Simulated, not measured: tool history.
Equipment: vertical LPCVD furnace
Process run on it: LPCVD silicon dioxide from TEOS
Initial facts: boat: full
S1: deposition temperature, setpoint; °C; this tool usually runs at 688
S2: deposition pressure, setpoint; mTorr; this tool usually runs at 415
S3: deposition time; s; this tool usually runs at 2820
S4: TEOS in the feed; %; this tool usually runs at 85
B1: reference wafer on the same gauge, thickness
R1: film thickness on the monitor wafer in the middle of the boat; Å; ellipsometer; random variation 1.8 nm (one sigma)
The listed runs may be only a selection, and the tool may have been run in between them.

{"run": 1, "day": 0.0, "S1": 688, "S2": 415, "S3": 2820, "S4": 85, "B1": 324.04, "R1": 3183.9}
{"run": 2, "day": 0.596, "S1": 688, "S2": 415, "S3": 2820, "S4": 85, "B1": 323.93, "R1": 3178.6}
{"run": 3, "day": 1.288, "S1": 688, "S2": 415, "S3": 2820, "S4": 85, "B1": 323.94, "R1": 3163.4}
{"day": 2.479, "done": "pressure gauge zeroed"}
{"day": 2.608, "done": "TEOS flow controller replaced"}
{"run": 4, "day": 2.629, "S1": 688, "S2": 350, "S3": 2820, "S4": 85, "B1": 324.25, "R1": 2925.7}
{"run": 5, "day": 2.817, "S1": 688, "S2": 415, "S3": 3270, "S4": 85, "B1": 323.99, "R1": 3701.5}
{"run": 6, "day": 3.0, "S1": 688, "S2": 415, "S3": 2820, "S4": 85, "B1": 323.93, "R1": 3160.3}
{"run": 7, "day": 3.183, "S1": 688, "S2": 465, "S3": 2820, "S4": 85, "B1": 323.97, "R1": 3366.5}
{"run": 8, "day": 3.85, "S1": 688, "S2": 465, "S3": 2820, "S4": 85, "B1": 324.27, "R1": 3396.8}
{"run": 9, "day": 4.338, "S1": 688, "S2": 415, "S3": 2820, "S4": 85, "B1": 324.19, "R1": 3183.2}
{"run": 10, "day": 4.954, "S1": 688, "S2": 415, "S3": 2820, "S4": 85, "B1": 323.89, "R1": 3146.8}
{"run": 11, "day": 5.692, "S1": 697, "S2": 415, "S3": 2280, "S4": 85, "B1": 324.07, "R1": 3174.6}
{"run": 12, "day": 6.321, "S1": 683, "S2": 475, "S3": 2820, "S4": 85, "B1": 323.68, "R1": 3019.1}
{"run": 13, "day": 6.658, "S1": 696, "S2": 415, "S3": 2130, "S4": 70, "B1": 323.63, "R1": 2636.8}
{"run": 14, "day": 6.992, "S1": 695, "S2": 415, "S3": 3840, "S4": 85, "B1": 324.52, "R1": 5115.2}
{"day": 6.992, "done": "gauge calibrated"}
{"run": 15, "day": 7.625, "S1": 688, "S2": 490, "S3": 2820, "S4": 85, "B1": 324.37, "R1": 3436.8}
{"run": 16, "day": 8.204, "S1": 688, "S2": 335, "S3": 2820, "S4": 97, "B1": 324.27, "R1": 3052.3}
{"run": 17, "day": 8.696, "S1": 688, "S2": 505, "S3": 1830, "S4": 78, "B1": 324.0, "R1": 2191.3}
{"run": 18, "day": 9.004, "S1": 680, "S2": 415, "S3": 3360, "S4": 85, "B1": 324.18, "R1": 3130.2}
{"run": 19, "day": 10.567, "S1": 688, "S2": 415, "S3": 2820, "S4": 85, "B1": 324.16, "R1": 3174.9}
{"run": 20, "day": 11.317, "S1": 688, "S2": 415, "S3": 2820, "S4": 85, "B1": 323.8, "R1": 3221.5}
{"day": 13.138, "done": "thermocouples replaced and temperature profile calibrated"}
{"run": 21, "day": 13.158, "S1": 688, "S2": 415, "S3": 2820, "S4": 85, "B1": 323.98, "R1": 3172.1}
{"run": 22, "day": 13.346, "S1": 698, "S2": 365, "S3": 3750, "S4": 85, "B1": 324.03, "R1": 5033.9}
{"run": 23, "day": 13.529, "S1": 680, "S2": 370, "S3": 2820, "S4": 85, "B1": 324.25, "R1": 2475.1}
{"run": 24, "day": 15.621, "S1": 688, "S2": 415, "S3": 2820, "S4": 85, "B1": 323.99, "R1": 3186.4}
{"run": 25, "day": 16.212, "S1": 695, "S2": 510, "S3": 2370, "S4": 96, "B1": 323.8, "R1": 3750.1}
{"run": 26, "day": 16.725, "S1": 680, "S2": 415, "S3": 3660, "S4": 85, "B1": 324.2, "R1": 3405.9}
{"run": 27, "day": 17.062, "S1": 688, "S2": 415, "S3": 2490, "S4": 95, "B1": 323.99, "R1": 2983.2}
{"run": 28, "day": 17.775, "S1": 688, "S2": 415, "S3": 2820, "S4": 85, "B1": 324.2, "R1": 3160.7}
{"run": 29, "day": 18.242, "S1": 680, "S2": 415, "S3": 3660, "S4": 85, "B1": 324.11, "R1": 3406.9}
{"run": 30, "day": 18.504, "S1": 688, "S2": 385, "S3": 3150, "S4": 97, "B1": 323.96, "R1": 3648.9}

Forecast each of these 5 alternatives for the next run:
{"run": "A", "day": 18.692, "S1": 693, "S2": 415, "S3": 2820, "S4": 85, "B1": "?", "R1": "?"}
{"run": "B", "day": 18.692, "S1": 688, "S2": 465, "S3": 1710, "S4": 85, "B1": "?", "R1": "?"}
{"run": "C", "day": 18.692, "S1": 695, "S2": 415, "S3": 2820, "S4": 90, "B1": "?", "R1": "?"}
{"run": "D", "day": 18.692, "S1": 688, "S2": 505, "S3": 2820, "S4": 85, "B1": "?", "R1": "?"}
{"run": "E", "day": 18.692, "S1": 688, "S2": 415, "S3": 1860, "S4": 85, "B1": "?", "R1": "?"}

run=A B1=323.65 R1=3546.9
run=B B1=323.65 R1=2022.0
run=C B1=323.65 R1=3825.7
run=D B1=323.65 R1=3475.0
run=E B1=323.65 R1=2077.8
What these runs would have given with no unlogged condition in the tool:
run=A R1=3546.9
run=B R1=2022.0
run=C R1=3825.7
run=D R1=3475.0
run=E R1=2077.8
